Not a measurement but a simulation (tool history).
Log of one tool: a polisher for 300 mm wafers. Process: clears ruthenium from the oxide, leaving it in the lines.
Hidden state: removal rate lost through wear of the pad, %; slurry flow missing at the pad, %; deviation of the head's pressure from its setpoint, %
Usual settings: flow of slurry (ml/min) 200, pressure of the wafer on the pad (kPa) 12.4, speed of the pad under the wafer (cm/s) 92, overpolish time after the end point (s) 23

| run | day | flow of slurry (ml/min) | pressure of the wafer on the pad (kPa) | speed of the pad under the wafer (cm/s) | overpolish time after the end point (s) | wafers since the last listed run | wafers polished on this pad | hours since the slurry nozzle was cleaned | hours since the head pressure was calibrated | incoming thickness of the incoming film, nm | time until the end point was called (s) |
|---|---|---|---|---|---|---|---|---|---|---|---|
| 1 | 0 | 200 | 12.4 | 92 | 23 | 0 | 1028 | 853.4 | 712 | 144.9 | 217.3 |
| 2 | 0.254 | 170 | 12.4 | 92 | 23 | 29 | 1058 | 859.5 | 718.1 | 145 | 219.6 |
| 3 | 0.675 | 170 | 12.4 | 92 | 23 | 48 | 1106 | 869.6 | 728.2 | 146.8 | 224.4 |
| 4 | 1.204 | 170 | 12.4 | 92 | 23 | 60 | 1167 | 882.3 | 740.9 | 145.3 | 219.5 |
| 5 | 1.562 | 200 | 12.4 | 112 | 23 | 41 | 1208 | 890.9 | 749.5 | 144.8 | 178.8 |
| 6 | 2.104 | 200 | 9.7 | 92 | 23 | 62 | 1271 | 903.9 | 762.5 | 146.7 | 283.4 |
|  | 2.738 | slurry nozzle cleaned |
|  | 3 | worn pad replaced by a new one |
| 7 | 3.642 | 200 | 9.7 | 92 | 23 | 153 | 73 | 21.7 | 799.4 | 142.4 | 262.9 |
| 8 | 4.133 | 200 | 9.7 | 92 | 23 | 56 | 130 | 33.5 | 811.2 | 144.5 | 264.1 |
|  | 4.3 | head pressure recalibrated |
| 9 | 4.571 | 200 | 14.5 | 92 | 23 | 40 | 171 | 44 | 6.5 | 145 | 161.9 |
| 10 | 5.025 | 170 | 12.4 | 92 | 23 | 52 | 223 | 54.9 | 17.4 | 143 | 190.7 |
| 11 | 5.775 | 200 | 15.2 | 110 | 23 | 86 | 309 | 72.9 | 35.4 | 145 | 132.7 |
| 12 | 6.246 | 200 | 12.4 | 64 | 23 | 54 | 364 | 84.2 | 46.7 | 143.9 | 276.8 |
| 13 | 6.654 | 155 | 12.4 | 92 | 23 | 47 | 411 | 94 | 56.5 | 145.7 | 199.9 |
| 14 | 7.333 | 135 | 8.3 | 104 | 23 | 78 | 489 | 110.3 | 72.8 | 145.9 | 268.1 |
| 15 | 7.633 | 200 | 12.4 | 92 | 23 | 34 | 523 | 117.5 | 80 | 146.1 | 196.6 |
| 16 | 8.321 | 200 | 15.9 | 92 | 23 | 79 | 603 | 134 | 96.5 | 143.4 | 155.3 |
| 17 | 8.754 | 180 | 14.5 | 92 | 23 | 49 | 652 | 144.4 | 106.9 | 144.1 | 174.7 |

5 ways to go on from here, each from the tool as it stands after run 17. What would each give?
| A | 8.775 | 200 | 12.4 | 92 | 12 | 2 | 655 | 144.9 | 107.4 | 144.5 | ? |
| B | 8.775 | 220 | 12.4 | 92 | 23 | 2 | 655 | 144.9 | 107.4 | 144.5 | ? |
| C | 8.775 | 175 | 14.5 | 118 | 14 | 2 | 655 | 144.9 | 107.4 | 144.5 | ? |
| D | 8.775 | 220 | 12.4 | 92 | 17 | 2 | 655 | 144.9 | 107.4 | 144.5 | ? |
| E | 8.775 | 200 | 11 | 92 | 23 | 2 | 655 | 144.9 | 107.4 | 144.5 | ? |

| run | time until the end point was called (s) |
|---|---|
| A | 202.4 |
| B | 200.5 |
| C | 137.9 |
| D | 200.5 |
| E | 226.5 |
Without the tool's hidden state the same runs would have given:
| run | time until the end point was called (s) |
|---|---|
| A | 185.6 |
| B | 183.9 |
| C | 126.5 |
| D | 183.9 |
| E | 207.8 |
